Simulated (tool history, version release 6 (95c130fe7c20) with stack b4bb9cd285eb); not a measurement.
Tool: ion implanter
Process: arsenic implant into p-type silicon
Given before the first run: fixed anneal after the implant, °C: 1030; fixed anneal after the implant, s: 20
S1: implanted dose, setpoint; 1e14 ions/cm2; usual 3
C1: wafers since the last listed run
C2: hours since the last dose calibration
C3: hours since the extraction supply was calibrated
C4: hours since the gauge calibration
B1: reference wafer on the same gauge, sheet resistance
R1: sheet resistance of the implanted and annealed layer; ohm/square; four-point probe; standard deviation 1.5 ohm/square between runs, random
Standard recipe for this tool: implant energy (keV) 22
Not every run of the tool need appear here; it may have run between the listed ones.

run 1 hour=0 | S1=3 implant_energy_(keV)=20 | C1=0 C2=1359.1 C3=4468.3 C4=0.8 | B1=321.16 | R1=311.28
run 2 hour=88.8 | S1=2.67 implant_energy_(keV)=19.5 | C1=2422 C2=1447.9 C3=4557.1 C4=89.6 | B1=320.78 | R1=343.16
run 3 hour=236.6 | S1=2.67 implant_energy_(keV)=19.5 | C1=4032 C2=1595.7 C3=4704.9 C4=237.4 | B1=320.78 | R1=340.8
run 4 hour=283.5 | S1=2.67 implant_energy_(keV)=19.5 | C1=1279 C2=1642.6 C3=4751.8 C4=284.3 | B1=320.89 | R1=344.25
run 5 hour=331.5 | S1=2.56 implant_energy_(keV)=26.5 | C1=1309 C2=1690.6 C3=4799.8 C4=332.3 | B1=320.85 | R1=339.34
-- hour=363.1 Faraday cup replaced and dose calibrated
run 6 hour=413.9 | S1=2.56 implant_energy_(keV)=26.5 | C1=2029 C2=50.8 C3=4882.2 C4=414.7 | B1=321.05 | R1=326.82
run 7 hour=470.6 | S1=2.56 implant_energy_(keV)=26.5 | C1=1546 C2=107.5 C3=4938.9 C4=471.4 | B1=320.9 | R1=328
run 8 hour=570.1 | S1=2.51 implant_energy_(keV)=22 | C1=2714 C2=207 C3=5038.4 C4=570.9 | B1=320.99 | R1=340.4
-- hour=604.9 extraction supply calibrated
run 9 hour=628.5 | S1=3.4 implant_energy_(keV)=19.5 | C1=1374 C2=265.4 C3=23.6 C4=629.3 | B1=320.95 | R1=276.18
run 10 hour=670.3 | S1=3.84 implant_energy_(keV)=17.5 | C1=1140 C2=307.2 C3=65.4 C4=671.1 | B1=321.05 | R1=255.45
run 11 hour=728.8 | S1=3 implant_energy_(keV)=14.5 | C1=1595 C2=365.7 C3=123.9 C4=729.6 | B1=320.93 | R1=315.15
-- hour=771.7 gauge calibrated
run 12 hour=827.7 | S1=3 implant_energy_(keV)=22 | C1=2698 C2=464.6 C3=222.8 C4=56 | B1=320.83 | R1=302.94
run 13 hour=922.8 | S1=3.64 implant_energy_(keV)=14.5 | C1=2594 C2=559.7 C3=317.9 C4=151.1 | B1=321.08 | R1=275.32
run 14 hour=965.9 | S1=3 implant_energy_(keV)=25 | C1=1175 C2=602.8 C3=361 C4=194.2 | B1=321.03 | R1=299.49
run 15 hour=1045.5 | S1=3 implant_energy_(keV)=22 | C1=2171 C2=682.4 C3=440.6 C4=273.8 | B1=320.97 | R1=300.95
run 16 hour=1133.4 | S1=3 implant_energy_(keV)=22 | C1=2398 C2=770.3 C3=528.5 C4=361.7 | B1=320.73 | R1=303.01

Forecast each of these 4 alternatives for the next run:
run A hour=1133.8 | S1=3 implant_energy_(keV)=22 | C1=10 C2=770.7 C3=528.9 C4=362.1 | B1=? | R1=?
run B hour=1133.8 | S1=2.27 implant_energy_(keV)=14.5 | C1=10 C2=770.7 C3=528.9 C4=362.1 | B1=? | R1=?
run C hour=1133.8 | S1=2.66 implant_energy_(keV)=27.5 | C1=10 C2=770.7 C3=528.9 C4=362.1 | B1=? | R1=?
run D hour=1133.8 | S1=3 implant_energy_(keV)=27 | C1=10 C2=770.7 C3=528.9 C4=362.1 | B1=? | R1=?

run=A B1=321.31 R1=306.36
run=B B1=321.31 R1=398.05
run=C B1=321.31 R1=325.82
run=D B1=321.31 R1=298.28
Without the tool's hidden state the same runs would have given:
run=A R1=298.09
run=B R1=387.18
run=C R1=317.1
run=D R1=290.24

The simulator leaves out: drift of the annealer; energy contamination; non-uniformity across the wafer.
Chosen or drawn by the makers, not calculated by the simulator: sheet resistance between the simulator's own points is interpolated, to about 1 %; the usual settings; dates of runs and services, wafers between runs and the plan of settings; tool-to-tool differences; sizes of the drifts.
